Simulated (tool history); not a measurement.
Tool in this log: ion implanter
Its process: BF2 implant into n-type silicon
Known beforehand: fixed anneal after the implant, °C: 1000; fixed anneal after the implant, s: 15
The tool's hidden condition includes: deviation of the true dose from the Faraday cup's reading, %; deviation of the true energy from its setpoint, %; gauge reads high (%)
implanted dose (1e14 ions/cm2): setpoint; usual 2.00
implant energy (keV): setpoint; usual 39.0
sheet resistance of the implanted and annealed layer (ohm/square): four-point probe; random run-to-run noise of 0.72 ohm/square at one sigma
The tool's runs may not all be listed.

run	hour	implanted dose (1e14 ions/cm2)	implant energy (keV)	wafers since the last listed run	hours since the last dose calibration	hours since the extraction supply was calibrated	hours since the gauge calibration	read-back reference wafer on the same gauge, sheet resistance	sheet resistance of the implanted and annealed layer (ohm/square)
1	0.0	2.00	39.0	0	92.3	4999.0	676.9	461.96	481.71
2	20.3	2.00	39.0	358	112.6	5019.3	697.2	462.02	482.02
3	53.9	2.00	39.0	593	146.2	5052.9	730.8	462.16	481.93
4	85.4	1.79	39.0	556	177.7	5084.4	762.3	461.94	525.72
5	108.7	1.79	39.0	411	201.0	5107.7	785.6	461.88	525.70
6	134.3	1.79	39.0	451	226.6	5133.3	811.2	462.17	526.79
# hour 151.7: extraction supply calibrated
7	161.7	2.00	39.0	342	254.0	10.0	838.6	461.96	482.74
8	189.6	2.00	39.0	492	281.9	37.9	866.5	462.02	482.99
9	204.2	2.00	39.0	257	296.5	52.5	881.1	462.18	484.73
10	217.6	2.00	39.0	236	309.9	65.9	894.5	461.82	483.55
11	236.3	2.00	39.0	330	328.6	84.6	913.2	461.87	482.91
12	262.0	2.00	39.0	453	354.3	110.3	938.9	461.92	482.95
13	286.3	2.16	32.5	428	378.6	134.6	963.2	462.14	461.26
14	314.4	1.55	28.0	496	406.7	162.7	991.3	462.05	615.02
15	347.5	2.48	34.5	584	439.8	195.8	1024.4	462.07	411.02
16	405.9	2.60	39.0	1030	498.2	254.2	1082.8	461.89	391.66
17	478.9	1.59	28.5	1288	571.2	327.2	1155.8	462.14	603.30
18	493.0	1.82	27.5	248	585.3	341.3	1169.9	462.07	541.04
19	528.8	2.00	39.0	631	621.1	377.1	1205.7	461.76	486.88
20	549.7	1.71	29.5	368	642.0	398.0	1226.6	461.94	565.33
21	574.6	2.00	48.0	439	666.9	422.9	1251.5	461.99	473.55
22	594.4	1.71	48.5	349	686.7	442.7	1271.3	461.87	534.75
# hour 595.8: gauge calibrated
23	609.4	2.00	39.0	264	701.7	457.7	13.6	461.76	485.95
24	640.1	1.62	48.0	541	732.4	488.4	44.3	462.03	558.41
# hour 653.1: Faraday cup replaced and dose calibrated
25	675.0	2.00	27.0	474	21.9	523.3	79.2	461.84	497.88
26	703.9	1.84	43.0	510	50.8	552.2	108.1	462.28	510.16
27	760.1	2.35	39.0	992	107.0	608.4	164.3	462.43	425.23
28	774.7	1.66	35.5	257	121.6	623.0	178.9	461.85	565.34
29	802.3	2.00	39.0	487	149.2	650.6	206.5	462.26	483.96
30	828.6	1.69	34.0	464	175.5	676.9	232.8	462.24	560.65
31	843.1	2.38	32.5	255	190.0	691.4	247.3	462.10	425.77
32	871.5	2.00	39.0	501	218.4	719.8	275.7	461.85	484.76
33	901.3	2.33	46.5	526	248.2	749.6	305.5	461.92	421.89
34	925.1	2.53	47.0	420	272.0	773.4	329.3	461.94	393.34
35	959.7	1.56	29.5	610	306.6	808.0	363.9	462.10	607.75
36	977.4	2.29	48.5	312	324.3	825.7	381.6	462.10	424.01

How the hidden state differs across the entries between the runs, from the last listed run before each to the first after it:
Run 6 -> run 7: extraction supply calibrated (hour 151.7)
  deviation of the true dose from the Faraday cup's reading, %: -0.151 -> -0.187
  difference, measured minus the result without the unlogged condition, sheet resistance of the implanted and annealed layer (ohm/square): +0.62 -> +0.71
Run 22 -> run 23: gauge calibrated (hour 595.8)
  deviation of the true dose from the Faraday cup's reading, %: -0.759 -> -0.779
  difference, measured minus the result without the unlogged condition, sheet resistance of the implanted and annealed layer (ohm/square): +3.12 -> +2.99
Run 24 -> run 25: Faraday cup replaced and dose calibrated (hour 653.1)
  deviation of the true dose from the Faraday cup's reading, %: -0.82 -> -0.0783
  difference, measured minus the result without the unlogged condition, sheet resistance of the implanted and annealed layer (ohm/square): +3.50 -> +0.32
